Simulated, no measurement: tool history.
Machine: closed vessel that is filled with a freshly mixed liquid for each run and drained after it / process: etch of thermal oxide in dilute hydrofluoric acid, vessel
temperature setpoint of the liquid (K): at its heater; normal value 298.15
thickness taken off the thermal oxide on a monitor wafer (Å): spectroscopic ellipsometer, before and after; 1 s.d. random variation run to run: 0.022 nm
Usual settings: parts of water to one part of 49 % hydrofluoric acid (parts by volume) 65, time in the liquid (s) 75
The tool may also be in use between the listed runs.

run    hour  temperature setpoint of the liquid (K)  parts of water to one part of 49 % hydrofluoric acid (parts by volume)  time in the liquid (s)  wafers since the last listed run  hours since the thermometer was replaced  hours since the hydrofluoric acid flow meter was replaced  hours since the gauge calibration  read-back film thickness of the thermal oxide reference wafer, read on the same gauge (nm)  thickness taken off the thermal oxide on a monitor wafer (Å)
  1       0                                  298.15                                                                      65                      75                                 0                                     393.4                                                        5.7                                678                                                                                       80.34                                                          56.1
  2    93.9                                  298.15                                                                      65                      75                              8669                                     487.3                                                       99.6                              771.9                                                                                       80.41                                                          56.8
      160.9  -- thermometer replaced
  3   199.8                                  298.15                                                                      85                      75                              9684                                      38.9                                                      205.5                              877.8                                                                                       80.47                                                          42.2
  4   297.3                                  298.15                                                                      85                      75                              9001                                     136.4                                                        303                              975.3                                                                                       80.58                                                          42.3
  5   384.4                                  298.15                                                                      65                      75                              8041                                     223.5                                                      390.1                             1062.4                                                                                       80.68                                                          56.6
  6   467.1                                  296.65                                                                      65                      85                              7635                                     306.2                                                      472.8                             1145.1                                                                                       80.79                                                          60.6
  7   572.8                                  296.65                                                                      65                      85                              9758                                     411.9                                                      578.5                             1250.8                                                                                       80.94                                                          60.8
  8   644.4                                  298.15                                                                      65                     100                              6610                                     483.5                                                      650.1                             1322.4                                                                                       80.99                                                          75.6
      727.6  -- thermometer replaced
  9   728.6                                  298.15                                                                      65                      75                              7681                                         1                                                      734.3                             1406.6                                                                                       81.23                                                          57.3
 10   834.7                                  298.15                                                                      65                      75                              9795                                     107.1                                                      840.4                             1512.7                                                                                       81.41                                                          57.4
 11   871.2                                  298.15                                                                      65                      75                              3369                                     143.6                                                      876.9                             1549.2                                                                                       81.42                                                          57.2
 12   964.1                                  298.15                                                                      65                      75                              8576                                     236.5                                                      969.8                             1642.1                                                                                       81.62                                                          57.6
 13    1040                                  298.15                                                                      65                      75                              7007                                     312.4                                                     1045.7                               1718                                                                                       81.81                                                          57.9
 14  1145.8                                  298.15                                                                      65                      75                              9767                                     418.2                                                     1151.5                             1823.8                                                                                       82.02                                                          57.9
     1165.9  -- hydrofluoric acid flow meter replaced
 15  1207.9                                  298.15                                                                      65                      75                              5640                                     480.3                                                         42                             1885.9                                                                                       82.14                                                            58
 16  1265.4                                  298.15                                                                      65                      75                              5308                                     537.8                                                       99.5                             1943.4                                                                                       82.29                                                          57.9
 17  1329.2                                  302.15                                                                      40                      50                              5890                                     601.6                                                      163.3                             2007.2                                                                                       82.38                                                          76.5
     1376.6  -- thermometer replaced
     1398.4  -- gauge calibrated
 18    1403                                  298.15                                                                      65                      75                              6721                                      26.4                                                      237.1                                4.6                                                                                       80.28                                                          56.5
 19  1658.8                                  298.15                                                                      95                      55                             23616                                     282.2                                                      492.9                              260.4                                                                                       80.29                                                          27.3
 20  1739.9                                  298.15                                                                      65                      75                              7487                                     363.3                                                        574                              341.5                                                                                       80.34                                                          57.1
 21  1843.3                                  300.15                                                                      75                      75                              9546                                     466.7                                                      677.4                              444.9                                                                                       80.43                                                          52.3
 22  1916.3                                  298.15                                                                      65                      75                              6739                                     539.7                                                      750.4                              517.9                                                                                       80.45                                                            57
 23  1985.3                                  298.15                                                                      65                      75                              6370                                     608.7                                                      819.4                              586.9                                                                                       80.48                                                          56.6
       2064  -- thermometer replaced
 24  2082.5                                  301.65                                                                      75                      35                              8881                                      18.5                                                      916.6                              684.1                                                                                        80.6                                                            26
 25  2176.3                                  298.15                                                                      55                      40                              8659                                     112.3                                                     1010.4                              777.9                                                                                       80.62                                                          36.3
     2289.8  -- hydrofluoric acid flow meter replaced
 26  2486.9                                  293.15                                                                      65                      75                             28583                                     422.9                                                      197.1                             1088.5                                                                                       80.96                                                          46.2
 27  2577.7                                  298.15                                                                      65                      75                              8382                                     513.7                                                      287.9                             1179.3                                                                                       81.14                                                            57
 28  2683.5                                  298.15                                                                      65                      75                              9767                                     619.5                                                      393.7                             1285.1                                                                                       81.26                                                          57.1
     2727.7  -- thermometer replaced
 29  2751.8                                  298.15                                                                      65                      90                              6213                                      24.1                                                        462                             1353.4                                                                                        81.4                                                          68.8
 30  2850.6                                  298.15                                                                      55                      75                              9121                                     122.9                                                      560.8                             1452.2                                                                                        81.6                                                          68.5
 31  3047.7                                  295.65                                                                      85                     105                             18197                                       320                                                      757.9                             1649.3                                                                                       81.89                                                          54.5
 32  3116.7                                  298.15                                                                      55                     105                              6370                                       389                                                      826.9                             1718.3                                                                                       82.11                                                          96.7

Run-by-run hidden state of the tool:
liquid hotter than its thermometer reads (K): 0 at every run
hydrofluoric acid flow above the setpoint (%): 0 at every run
H1: gauge reads high (%)
run     H1
  1  0.345
  2  0.448
  3  0.581
  4  0.718
  5  0.852
  6   0.99
  7   1.18
  8   1.32
  9    1.5
 10   1.73
 11   1.81
 12   2.04
 13   2.23
 14   2.52
 15   2.69
 16   2.86
 17   3.05
 18  0.359
 19   0.41
 20  0.447
 21  0.509
 22  0.562
 23   0.62
 24  0.713
 25  0.817
 26   1.26
 27   1.41
 28   1.61
 29   1.75
 30   1.96
 31   2.42
 32    2.6
